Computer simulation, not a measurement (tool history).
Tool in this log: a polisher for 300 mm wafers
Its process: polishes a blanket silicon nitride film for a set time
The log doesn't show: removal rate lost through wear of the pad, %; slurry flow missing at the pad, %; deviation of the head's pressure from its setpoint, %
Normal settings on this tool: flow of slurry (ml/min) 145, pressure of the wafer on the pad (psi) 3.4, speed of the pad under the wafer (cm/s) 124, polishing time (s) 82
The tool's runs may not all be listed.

| run | day | flow of slurry (ml/min) | pressure of the wafer on the pad (psi) | speed of the pad under the wafer (cm/s) | polishing time (s) | wafers since the last listed run | wafers polished on this pad | hours since the slurry nozzle was cleaned | hours since the head pressure was calibrated | incoming thickness of the incoming film, nm | film removed (nm) |
|---|---|---|---|---|---|---|---|---|---|---|---|
| 1 | 0.000 | 145 | 3.4 | 124 | 82 | 0 | 107 | 402.2 | 173.9 | 490.9 | 182.9 |
| 2 | 2.383 | 145 | 3.4 | 124 | 82 | 586 | 694 | 459.4 | 231.1 | 487.6 | 179.8 |
| 3 | 4.642 | 115 | 3.4 | 124 | 82 | 555 | 1249 | 513.6 | 285.3 | 491.2 | 173.3 |
| 4 | 6.462 | 115 | 3.4 | 124 | 82 | 448 | 1698 | 557.3 | 329.0 | 491.0 | 171.0 |
|  | 8.400 | worn pad replaced by a new one |
| 5 | 9.196 | 115 | 3.4 | 124 | 82 | 631 | 195 | 622.9 | 394.6 | 492.4 | 173.7 |
| 6 | 11.800 | 170 | 3.4 | 124 | 82 | 640 | 836 | 685.4 | 457.1 | 486.0 | 184.2 |
| 7 | 13.558 | 170 | 3.4 | 124 | 82 | 432 | 1269 | 727.6 | 499.3 | 484.2 | 184.9 |
|  | 16.154 | worn pad replaced by a new one |
| 8 | 16.175 | 145 | 3.4 | 124 | 82 | 602 | 5 | 790.4 | 562.1 | 493.1 | 186.1 |
|  | 17.504 | slurry nozzle cleaned |
| 9 | 18.150 | 145 | 3.4 | 124 | 82 | 475 | 481 | 15.5 | 609.5 | 494.3 | 183.4 |
| 10 | 20.600 | 145 | 3.4 | 124 | 82 | 602 | 1084 | 74.3 | 668.3 | 495.9 | 179.9 |
|  | 23.142 | worn pad replaced by a new one |
| 11 | 23.162 | 120 | 2.9 | 124 | 82 | 589 | 5 | 135.8 | 729.8 | 494.0 | 158.7 |
| 12 | 25.396 | 190 | 3.4 | 124 | 73 | 549 | 555 | 189.4 | 783.4 | 489.4 | 169.4 |
|  | 26.121 | head pressure recalibrated |
| 13 | 27.029 | 145 | 3.0 | 124 | 82 | 381 | 936 | 228.6 | 21.8 | 489.6 | 158.3 |
| 14 | 29.858 | 115 | 4.1 | 90 | 82 | 696 | 1632 | 296.5 | 89.7 | 493.9 | 166.2 |
|  | 30.717 | worn pad replaced by a new one |
| 15 | 31.071 | 105 | 3.4 | 112 | 82 | 257 | 87 | 325.6 | 118.8 | 494.5 | 160.8 |
| 16 | 34.254 | 145 | 3.4 | 124 | 82 | 783 | 870 | 402.0 | 195.2 | 489.9 | 178.8 |
| 17 | 36.529 | 100 | 4.2 | 124 | 54 | 559 | 1430 | 456.6 | 249.8 | 492.1 | 128.4 |
| 18 | 38.233 | 180 | 3.4 | 164 | 82 | 419 | 1849 | 497.5 | 290.7 | 485.4 | 213.9 |
|  | 39.333 | worn pad replaced by a new one |
| 19 | 40.033 | 115 | 3.4 | 124 | 82 | 401 | 171 | 540.7 | 333.9 | 489.1 | 173.1 |

What if the next run were any one of these 3? Each begins from the tool's condition after run 19:
| A | 40.054 | 145 | 3.4 | 124 | 82 | 5 | 176 | 541.2 | 334.4 | 484.2 | ? |
| B | 40.054 | 105 | 3.4 | 136 | 69 | 5 | 176 | 541.2 | 334.4 | 484.2 | ? |
| C | 40.054 | 145 | 3.4 | 90 | 110 | 5 | 176 | 541.2 | 334.4 | 484.2 | ? |

| run | film removed (nm) |
|---|---|
| A | 183.6 |
| B | 150.0 |
| C | 211.8 |
Without the tool's hidden state the same runs would have given:
| run | film removed (nm) |
|---|---|
| A | 180.6 |
| B | 147.5 |
| C | 208.3 |

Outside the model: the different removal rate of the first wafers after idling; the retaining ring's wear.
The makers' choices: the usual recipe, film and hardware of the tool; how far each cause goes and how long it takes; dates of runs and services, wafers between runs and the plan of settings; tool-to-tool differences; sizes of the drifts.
